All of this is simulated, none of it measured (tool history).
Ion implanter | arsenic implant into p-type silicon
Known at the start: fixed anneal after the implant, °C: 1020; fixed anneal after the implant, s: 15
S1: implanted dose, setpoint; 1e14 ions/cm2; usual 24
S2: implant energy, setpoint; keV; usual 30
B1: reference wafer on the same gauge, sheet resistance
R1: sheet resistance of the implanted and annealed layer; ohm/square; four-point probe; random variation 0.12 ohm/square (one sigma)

run	hour	S1	S2	B1	R1
1	0	24	37.5	90.18	72.53
2	27.7	21.82	34.5	90.21	77.24
3	63.5	21.82	34.5	90.22	76.96
4	130.1	24	30	90.23	79.86
5	191.5	24	30	90.2	79.67
6	260	24	37	90.18	72.8
# hour 424.8: extraction supply calibrated
7	442.2	24	37	90.17	72.89
8	484	24	30	90.24	79.49
9	528.5	24	30	90.18	79.53
10	553.5	24	30	90.18	79.56
# hour 581.5: gauge calibrated
11	730.6	24	30	90.25	79.41
12	788.7	29.72	30	90.2	76.42
13	860.6	24	30	90.22	78.9
14	891.5	19.21	39.5	90.21	74.89
15	920.6	24	37.5	90.17	71.7
# hour 934.8: Faraday cup replaced and dose calibrated
16	976	24	36.5	90.17	73.76
17	1017.4	28.83	27	90.19	80.81
18	1087.9	20.24	35.5	90.21	77.87
19	1157.6	24	30	90.16	79.88
20	1224.2	26.8	38	90.17	70.38
21	1250.3	28.55	21	90.21	89.03
22	1277.1	24	30	90.23	79.58
23	1338.6	29.94	38	90.24	68.78

Some steps in R1 between neighbouring runs. How much of each would the tool show without its hidden state too (settings, what came in, random variation), and how much is left for the hidden state, with any gauge scatter that isn't in both results?
The hidden state here: deviation of the true dose from the Faraday cup's reading, %; deviation of the true energy from its setpoint, %; gauge reads high (%).
Run 13 -> 14: S1 24 -> 19.21, S2 30 -> 39.5. R1 -4.01 ohm/square: hidden state -0.51, all else -3.5.
Run 15 -> 16: S2 37.5 -> 36.5, Faraday cup replaced and dose calibrated. R1 +2.06 ohm/square: hidden state +0.95, all else +1.11.
Run 20 -> 21: S1 26.8 -> 28.55, S2 38 -> 21. R1 +18.65 ohm/square: hidden state -0.01, all else +18.66.
Run 22 -> 23: S1 24 -> 29.94, S2 30 -> 38. R1 -10.8 ohm/square: hidden state -0.01, all else -10.79.
